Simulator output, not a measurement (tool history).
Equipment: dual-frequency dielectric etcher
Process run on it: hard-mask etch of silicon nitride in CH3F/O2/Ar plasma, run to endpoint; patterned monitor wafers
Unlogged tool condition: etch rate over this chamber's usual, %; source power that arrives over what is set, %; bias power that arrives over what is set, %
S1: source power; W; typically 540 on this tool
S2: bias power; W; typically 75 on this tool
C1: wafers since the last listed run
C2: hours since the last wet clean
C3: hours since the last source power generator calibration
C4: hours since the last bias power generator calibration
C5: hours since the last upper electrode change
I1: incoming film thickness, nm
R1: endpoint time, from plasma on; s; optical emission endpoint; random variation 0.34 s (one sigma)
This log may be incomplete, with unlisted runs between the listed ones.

{"run": 1, "hour": 0.0, "S1": 480, "S2": 60, "C1": 0, "C2": 334.5, "C3": 3008.9, "C4": 1621.8, "C5": 1969.4, "I1": 46.45, "R1": 68.7}
{"run": 2, "hour": 11.2, "S1": 480, "S2": 60, "C1": 82, "C2": 345.7, "C3": 3020.1, "C4": 1633.0, "C5": 1980.6, "I1": 46.35, "R1": 68.1}
{"run": 3, "hour": 27.8, "S1": 480, "S2": 60, "C1": 122, "C2": 362.3, "C3": 3036.7, "C4": 1649.6, "C5": 1997.2, "I1": 46.33, "R1": 67.9}
{"run": 4, "hour": 44.9, "S1": 480, "S2": 75, "C1": 125, "C2": 379.4, "C3": 3053.8, "C4": 1666.7, "C5": 2014.3, "I1": 46.49, "R1": 62.7}
{"run": 5, "hour": 57.5, "S1": 480, "S2": 75, "C1": 92, "C2": 392.0, "C3": 3066.4, "C4": 1679.3, "C5": 2026.9, "I1": 46.47, "R1": 63.2}
{"run": 6, "hour": 65.1, "S1": 480, "S2": 75, "C1": 55, "C2": 399.6, "C3": 3074.0, "C4": 1686.9, "C5": 2034.5, "I1": 46.51, "R1": 62.9}
{"hour": 72.0, "done": "bias power generator calibrated"}
{"run": 7, "hour": 80.4, "S1": 540, "S2": 75, "C1": 83, "C2": 414.9, "C3": 3089.3, "C4": 8.4, "C5": 2049.8, "I1": 46.74, "R1": 59.8}
{"run": 8, "hour": 98.0, "S1": 540, "S2": 75, "C1": 129, "C2": 432.5, "C3": 3106.9, "C4": 26.0, "C5": 2067.4, "I1": 46.26, "R1": 58.9}
{"hour": 123.9, "done": "upper electrode replaced"}
{"hour": 135.4, "done": "source power generator calibrated"}
{"hour": 147.8, "done": "wet clean of the chamber"}
{"run": 9, "hour": 148.3, "S1": 480, "S2": 90, "C1": 72, "C2": 0.5, "C3": 12.9, "C4": 76.3, "C5": 24.4, "I1": 46.33, "R1": 58.7}
{"run": 10, "hour": 148.6, "S1": 600, "S2": 90, "C1": 2, "C2": 0.8, "C3": 13.2, "C4": 76.6, "C5": 24.7, "I1": 46.19, "R1": 53.0}
{"run": 11, "hour": 148.9, "S1": 540, "S2": 75, "C1": 2, "C2": 1.1, "C3": 13.5, "C4": 76.9, "C5": 25.0, "I1": 46.6, "R1": 59.7}
{"run": 12, "hour": 149.3, "S1": 540, "S2": 91, "C1": 2, "C2": 1.5, "C3": 13.9, "C4": 77.3, "C5": 25.4, "I1": 46.25, "R1": 55.1}
{"run": 13, "hour": 151.2, "S1": 620, "S2": 70, "C1": 13, "C2": 3.4, "C3": 15.8, "C4": 79.2, "C5": 27.3, "I1": 46.02, "R1": 57.4}
{"run": 14, "hour": 166.9, "S1": 610, "S2": 81, "C1": 115, "C2": 19.1, "C3": 31.5, "C4": 94.9, "C5": 43.0, "I1": 46.18, "R1": 54.6}
{"run": 15, "hour": 178.9, "S1": 640, "S2": 90, "C1": 88, "C2": 31.1, "C3": 43.5, "C4": 106.9, "C5": 55.0, "I1": 46.5, "R1": 51.9}
{"run": 16, "hour": 187.2, "S1": 430, "S2": 85, "C1": 61, "C2": 39.4, "C3": 51.8, "C4": 115.2, "C5": 63.3, "I1": 46.59, "R1": 63.5}

Branching from run 16: 5 alternative next runs. What would each branch give?
{"run": "A", "hour": 187.6, "S1": 540, "S2": 75, "C1": 2, "C2": 39.8, "C3": 52.2, "C4": 115.6, "C5": 63.7, "I1": 46.17, "R1": "?"}
{"run": "B", "hour": 187.6, "S1": 440, "S2": 58, "C1": 2, "C2": 39.8, "C3": 52.2, "C4": 115.6, "C5": 63.7, "I1": 46.17, "R1": "?"}
{"run": "C", "hour": 187.6, "S1": 620, "S2": 75, "C1": 2, "C2": 39.8, "C3": 52.2, "C4": 115.6, "C5": 63.7, "I1": 46.17, "R1": "?"}
{"run": "D", "hour": 187.6, "S1": 680, "S2": 63, "C1": 2, "C2": 39.8, "C3": 52.2, "C4": 115.6, "C5": 63.7, "I1": 46.17, "R1": "?"}
{"run": "E", "hour": 187.6, "S1": 460, "S2": 66, "C1": 2, "C2": 39.8, "C3": 52.2, "C4": 115.6, "C5": 63.7, "I1": 46.17, "R1": "?"}

run=A R1=59.5
run=B R1=72.0
run=C R1=55.8
run=D R1=56.8
run=E R1=67.3
The same runs, with their run-to-run variation unchanged, on a tool lacking any hidden condition would have given:
run=A R1=59.5
run=B R1=72.0
run=C R1=55.8
run=D R1=56.8
run=E R1=67.3

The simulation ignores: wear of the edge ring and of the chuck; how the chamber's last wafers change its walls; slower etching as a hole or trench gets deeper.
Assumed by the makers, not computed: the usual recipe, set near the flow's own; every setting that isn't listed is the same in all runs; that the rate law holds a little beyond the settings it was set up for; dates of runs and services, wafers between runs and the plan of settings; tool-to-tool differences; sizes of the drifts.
